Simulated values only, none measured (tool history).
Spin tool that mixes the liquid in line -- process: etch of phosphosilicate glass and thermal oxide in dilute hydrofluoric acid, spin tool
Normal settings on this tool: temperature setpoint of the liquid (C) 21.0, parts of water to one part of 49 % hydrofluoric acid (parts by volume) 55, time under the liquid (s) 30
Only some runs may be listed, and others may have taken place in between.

| run | hour | temperature setpoint of the liquid (C) | parts of water to one part of 49 % hydrofluoric acid (parts by volume) | time under the liquid (s) | read-back film thickness of the phosphosilicate glass reference wafer, read on the same gauge (nm) | read-back film thickness of the thermal oxide reference wafer, read on the same gauge (nm) | thickness taken off the phosphosilicate glass on a monitor wafer (Å) | thickness taken off the thermal oxide on a monitor wafer (Å) |
|---|---|---|---|---|---|---|---|---|
| 1 | 0.0 | 21.0 | 55 | 40 | 140.00 | 89.987 | 790.9 | 37.13 |
| 2 | 6.9 | 21.0 | 55 | 30 | 140.00 | 90.004 | 594.6 | 28.26 |
| 3 | 20.4 | 21.0 | 55 | 30 | 140.01 | 89.963 | 590.7 | 28.26 |
| 4 | 33.8 | 21.0 | 55 | 30 | 140.01 | 90.011 | 603.0 | 28.19 |
| 5 | 46.5 | 21.0 | 55 | 30 | 139.99 | 90.032 | 594.2 | 28.35 |
| 6 | 59.9 | 21.0 | 55 | 30 | 140.00 | 89.984 | 591.5 | 28.22 |
| 7 | 72.7 | 19.0 | 55 | 30 | 139.99 | 90.039 | 544.3 | 25.88 |
| 8 | 86.3 | 19.0 | 55 | 30 | 139.99 | 89.962 | 550.0 | 26.26 |
|  | 96.4 | hydrofluoric acid flow meter replaced |
| 9 | 96.9 | 21.0 | 55 | 35 | 139.98 | 90.004 | 692.5 | 33.47 |
|  | 99.9 | gauge calibrated |
| 10 | 103.1 | 21.0 | 35 | 30 | 139.99 | 90.046 | 953.3 | 46.44 |
| 11 | 114.9 | 21.0 | 35 | 30 | 139.99 | 89.964 | 962.3 | 44.85 |
| 12 | 123.0 | 21.0 | 35 | 30 | 140.02 | 90.028 | 958.6 | 46.45 |
|  | 130.9 | thermometer replaced |
| 13 | 132.9 | 19.0 | 30 | 45 | 140.00 | 90.004 | 1437.1 | 67.21 |
| 14 | 142.1 | 17.5 | 45 | 40 | 140.00 | 90.038 | 776.1 | 36.95 |
| 15 | 170.9 | 22.5 | 55 | 30 | 140.00 | 89.979 | 582.1 | 27.69 |
| 16 | 187.0 | 21.0 | 45 | 40 | 140.00 | 90.020 | 905.8 | 42.42 |
| 17 | 199.0 | 21.0 | 55 | 30 | 139.98 | 89.950 | 549.8 | 26.36 |
| 18 | 209.1 | 23.5 | 45 | 45 | 140.00 | 89.981 | 1129.8 | 54.98 |
| 19 | 218.5 | 21.0 | 55 | 30 | 140.02 | 90.033 | 550.4 | 26.96 |
| 20 | 225.3 | 25.5 | 55 | 20 | 140.00 | 90.025 | 442.8 | 20.78 |
| 21 | 236.0 | 25.0 | 75 | 45 | 140.01 | 89.994 | 697.8 | 32.83 |
| 22 | 251.6 | 18.0 | 75 | 30 | 140.00 | 90.015 | 350.2 | 16.75 |
| 23 | 262.4 | 19.0 | 35 | 30 | 140.01 | 90.002 | 835.1 | 39.13 |
| 24 | 276.5 | 21.0 | 55 | 50 | 140.03 | 90.004 | 921.2 | 44.92 |
| 25 | 287.6 | 17.0 | 45 | 30 | 140.00 | 90.000 | 580.0 | 28.08 |

What does the tool deliver on the next run?
|  | 299.7 | gauge calibrated |
| 26 | 303.8 | 21.0 | 55 | 30 | ? | ? | ? | ? |

Run 26 gave read-back film thickness of the phosphosilicate glass reference wafer, read on the same gauge (nm) 140.02, read-back film thickness of the thermal oxide reference wafer, read on the same gauge (nm) 89.972, thickness taken off the phosphosilicate glass on a monitor wafer (Å) 556.4, thickness taken off the thermal oxide on a monitor wafer (Å) 25.96.
Were there no unlogged condition in the tool, this run, its random variation unchanged, would have produced thickness taken off the phosphosilicate glass on a monitor wafer (Å) 539.9, thickness taken off the thermal oxide on a monitor wafer (Å) 25.19.

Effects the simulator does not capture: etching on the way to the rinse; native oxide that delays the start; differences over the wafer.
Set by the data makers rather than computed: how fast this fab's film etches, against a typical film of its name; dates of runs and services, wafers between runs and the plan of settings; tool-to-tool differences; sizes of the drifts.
